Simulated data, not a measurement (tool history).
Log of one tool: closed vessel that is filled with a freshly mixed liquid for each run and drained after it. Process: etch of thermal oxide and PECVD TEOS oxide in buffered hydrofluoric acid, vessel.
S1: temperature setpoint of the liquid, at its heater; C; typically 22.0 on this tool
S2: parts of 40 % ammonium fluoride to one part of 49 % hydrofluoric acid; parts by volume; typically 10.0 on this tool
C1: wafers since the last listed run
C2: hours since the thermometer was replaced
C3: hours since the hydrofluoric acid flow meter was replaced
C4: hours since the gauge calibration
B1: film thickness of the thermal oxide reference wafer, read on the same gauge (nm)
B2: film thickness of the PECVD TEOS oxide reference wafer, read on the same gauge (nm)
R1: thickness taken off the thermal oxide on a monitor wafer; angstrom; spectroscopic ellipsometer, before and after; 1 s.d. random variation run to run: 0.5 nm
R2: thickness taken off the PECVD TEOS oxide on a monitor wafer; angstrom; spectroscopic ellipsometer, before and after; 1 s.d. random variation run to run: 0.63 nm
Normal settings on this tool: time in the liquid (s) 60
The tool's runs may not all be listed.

run 1 hour=0.0 | S1=19.5 S2=10.0 time_in_the_liquid_(s)=60 | C1=0 C2=2250.9 C3=208.7 C4=1024.4 | B1=90.02 B2=149.97 | R1=611.3 R2=1069.3
run 2 hour=51.4 | S1=22.0 S2=13.0 time_in_the_liquid_(s)=60 | C1=6272 C2=2302.3 C3=260.1 C4=1075.8 | B1=89.96 B2=150.06 | R1=548.1 R2=965.2
run 3 hour=90.9 | S1=22.0 S2=13.0 time_in_the_liquid_(s)=60 | C1=4820 C2=2341.8 C3=299.6 C4=1115.3 | B1=90.03 B2=150.03 | R1=544.7 R2=972.9
run 4 hour=125.1 | S1=22.0 S2=13.0 time_in_the_liquid_(s)=60 | C1=4173 C2=2376.0 C3=333.8 C4=1149.5 | B1=90.01 B2=150.03 | R1=548.7 R2=966.6
run 5 hour=186.3 | S1=22.0 S2=10.0 time_in_the_liquid_(s)=60 | C1=7468 C2=2437.2 C3=395.0 C4=1210.7 | B1=90.00 B2=150.01 | R1=715.0 R2=1239.8
run 6 hour=226.9 | S1=22.0 S2=10.0 time_in_the_liquid_(s)=60 | C1=4954 C2=2477.8 C3=435.6 C4=1251.3 | B1=90.04 B2=149.95 | R1=701.5 R2=1234.9
run 7 hour=280.2 | S1=23.5 S2=10.0 time_in_the_liquid_(s)=60 | C1=6504 C2=2531.1 C3=488.9 C4=1304.6 | B1=89.99 B2=150.03 | R1=771.8 R2=1350.3
run 8 hour=322.5 | S1=22.0 S2=12.5 time_in_the_liquid_(s)=60 | C1=5161 C2=2573.4 C3=531.2 C4=1346.9 | B1=90.00 B2=149.97 | R1=576.1 R2=1032.6
run 9 hour=377.6 | S1=22.0 S2=10.0 time_in_the_liquid_(s)=75 | C1=6723 C2=2628.5 C3=586.3 C4=1402.0 | B1=89.96 B2=150.02 | R1=895.1 R2=1572.2
run 10 hour=409.1 | S1=20.5 S2=10.0 time_in_the_liquid_(s)=60 | C1=3843 C2=2660.0 C3=617.8 C4=1433.5 | B1=90.02 B2=149.95 | R1=658.9 R2=1153.5
-- hour=424.3 gauge calibrated
-- hour=432.1 hydrofluoric acid flow meter replaced
-- hour=456.3 thermometer replaced
run 11 hour=467.0 | S1=22.0 S2=7.5 time_in_the_liquid_(s)=30 | C1=6821 C2=10.7 C3=34.9 C4=42.7 | B1=90.04 B2=150.07 | R1=449.5 R2=793.7
run 12 hour=677.7 | S1=17.5 S2=10.0 time_in_the_liquid_(s)=60 | C1=25711 C2=221.4 C3=245.6 C4=253.4 | B1=90.05 B2=150.04 | R1=547.6 R2=960.4
run 13 hour=746.6 | S1=22.0 S2=11.5 time_in_the_liquid_(s)=85 | C1=8407 C2=290.3 C3=314.5 C4=322.3 | B1=89.99 B2=150.02 | R1=877.7 R2=1551.8
run 14 hour=801.0 | S1=27.0 S2=13.0 time_in_the_liquid_(s)=45 | C1=6638 C2=344.7 C3=368.9 C4=376.7 | B1=89.94 B2=150.02 | R1=535.4 R2=945.8
run 15 hour=865.5 | S1=17.0 S2=11.5 time_in_the_liquid_(s)=45 | C1=7870 C2=409.2 C3=433.4 C4=441.2 | B1=89.95 B2=150.03 | R1=353.2 R2=620.3
run 16 hour=898.5 | S1=22.0 S2=10.0 time_in_the_liquid_(s)=80 | C1=4026 C2=442.2 C3=466.4 C4=474.2 | B1=89.99 B2=150.01 | R1=942.2 R2=1676.7
run 17 hour=1012.3 | S1=19.0 S2=10.0 time_in_the_liquid_(s)=75 | C1=13886 C2=556.0 C3=580.2 C4=588.0 | B1=90.01 B2=150.04 | R1=748.2 R2=1326.4
-- hour=1032.0 hydrofluoric acid flow meter replaced
run 18 hour=1056.8 | S1=22.0 S2=10.0 time_in_the_liquid_(s)=60 | C1=5308 C2=600.5 C3=24.8 C4=632.5 | B1=89.98 B2=150.03 | R1=697.5 R2=1219.9
run 19 hour=1095.8 | S1=23.5 S2=6.5 time_in_the_liquid_(s)=60 | C1=4759 C2=639.5 C3=63.8 C4=671.5 | B1=89.97 B2=150.00 | R1=1137.3 R2=1981.9
run 20 hour=1163.4 | S1=22.0 S2=13.0 time_in_the_liquid_(s)=60 | C1=8249 C2=707.1 C3=131.4 C4=739.1 | B1=90.00 B2=149.99 | R1=545.7 R2=949.3
run 21 hour=1225.6 | S1=22.0 S2=10.0 time_in_the_liquid_(s)=60 | C1=7590 C2=769.3 C3=193.6 C4=801.3 | B1=90.01 B2=150.00 | R1=700.0 R2=1238.7
run 22 hour=1263.8 | S1=22.0 S2=10.0 time_in_the_liquid_(s)=60 | C1=4661 C2=807.5 C3=231.8 C4=839.5 | B1=90.02 B2=150.01 | R1=694.1 R2=1227.6
run 23 hour=1310.9 | S1=26.0 S2=10.0 time_in_the_liquid_(s)=90 | C1=5747 C2=854.6 C3=278.9 C4=886.6 | B1=90.05 B2=150.00 | R1=1328.7 R2=2310.7
run 24 hour=1360.1 | S1=20.5 S2=9.0 time_in_the_liquid_(s)=45 | C1=6003 C2=903.8 C3=328.1 C4=935.8 | B1=89.97 B2=150.02 | R1=527.6 R2=932.0
run 25 hour=1385.7 | S1=17.0 S2=13.5 time_in_the_liquid_(s)=30 | C1=3123 C2=929.4 C3=353.7 C4=961.4 | B1=89.98 B2=149.97 | R1=200.3 R2=353.2
run 26 hour=1448.7 | S1=19.5 S2=12.0 time_in_the_liquid_(s)=30 | C1=7687 C2=992.4 C3=416.7 C4=1024.4 | B1=89.94 B2=149.95 | R1=260.8 R2=461.4

Some steps in R1 between neighbouring runs. How much of each would the tool show without its hidden state too (settings, what came in, random variation), and how much is left for the hidden state, with any gauge scatter that isn't in both results?
Hidden state at play: liquid hotter than its thermometer reads (K); hydrofluoric acid flow above the setpoint (%); gauge reads high (%).
Run 10 -> 11: S1 20.5 -> 22.0, S2 10.0 -> 7.5, time in the liquid (s) 60 -> 30, gauge calibrated, hydrofluoric acid flow meter replaced, thermometer replaced. R1 -209.4 angstrom: hidden state -20.7, all else -188.7.
Run 17 -> 18: S1 19.0 -> 22.0, time in the liquid (s) 75 -> 60, hydrofluoric acid flow meter replaced. R1 -50.7 angstrom: hidden state -22.0, all else -28.7.
Run 22 -> 23: S1 22.0 -> 26.0, time in the liquid (s) 60 -> 90. R1 +634.6 angstrom: hidden state +12.3, all else +622.3.
Run 23 -> 24: S1 26.0 -> 20.5, S2 10.0 -> 9.0, time in the liquid (s) 90 -> 45. R1 -801.1 angstrom: hidden state -4.7, all else -796.4.
